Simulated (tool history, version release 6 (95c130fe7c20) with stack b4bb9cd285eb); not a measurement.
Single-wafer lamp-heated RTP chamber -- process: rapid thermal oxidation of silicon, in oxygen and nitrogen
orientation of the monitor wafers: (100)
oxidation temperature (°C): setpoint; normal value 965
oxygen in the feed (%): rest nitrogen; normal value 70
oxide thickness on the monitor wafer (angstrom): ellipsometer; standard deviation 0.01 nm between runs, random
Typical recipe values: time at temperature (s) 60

run   hour  oxidation temperature (°C)  time at temperature (s)  oxygen in the feed (%)  read-back reference wafer on the same gauge, thickness  oxide thickness on the monitor wafer (angstrom)
  1      0                         965                       83                      70                                                   3.519                                            46.66
  2     34                         965                       83                      70                                                   3.521                                            47.06
  3     52                         965                       39                      85                                                   3.519                                            36.68
  4   86.5                         965                       39                      85                                                   3.519                                            36.59
  5    104                         965                       39                      85                                                    3.52                                            36.87
  6    127                         954                       60                      70                                                   3.519                                            38.13
  7  145.2                         954                       60                      70                                                    3.52                                            38.37
  8  177.6                         954                       60                      70                                                    3.52                                            38.47
       193  -- oxygen flow controller replaced
  9  193.5                         965                       67                      70                                                   3.519                                            43.35
 10  220.7                         965                       60                      70                                                   3.519                                            41.49
 11  251.8                         975                       70                      96                                                   3.522                                            53.46
     282.6  -- pyrometer window cleaned and pyrometer calibrated
 12  283.1                         975                       70                      96                                                   3.521                                            50.23
 13    316                         976                       86                      91                                                   3.519                                            54.52
     329.3  -- gauge calibrated
 14  339.9                         965                       45                      93                                                    3.52                                            38.68
 15  354.6                         965                       60                      70                                                   3.521                                             39.6
 16  379.1                         982                       60                      50                                                    3.52                                            40.34
 17  411.6                         982                       45                      98                                                   3.519                                            44.34
 18  432.9                         976                       60                      98                                                   3.521                                            47.83
 19  448.8                         965                       60                      92                                                   3.521                                            43.33

What if the next run were any one of these 3? Each begins from the tool's condition after run 19:
  A  449.3                         965                       50                      70                                                       ?                                                ?
  B  449.3                         945                       75                      43                                                       ?                                                ?
  C  449.3                         965                       80                      40                                                       ?                                                ?

run  read-back reference wafer on the same gauge, thickness  oxide thickness on the monitor wafer (angstrom)
  A                                                   3.521                                               37
  B                                                   3.521                                            33.17
  C                                                   3.521                                            37.66
Without the tool's hidden state the same runs would have given:
run  oxide thickness on the monitor wafer (angstrom)
  A                                            36.93
  B                                            33.12
  C                                            37.59

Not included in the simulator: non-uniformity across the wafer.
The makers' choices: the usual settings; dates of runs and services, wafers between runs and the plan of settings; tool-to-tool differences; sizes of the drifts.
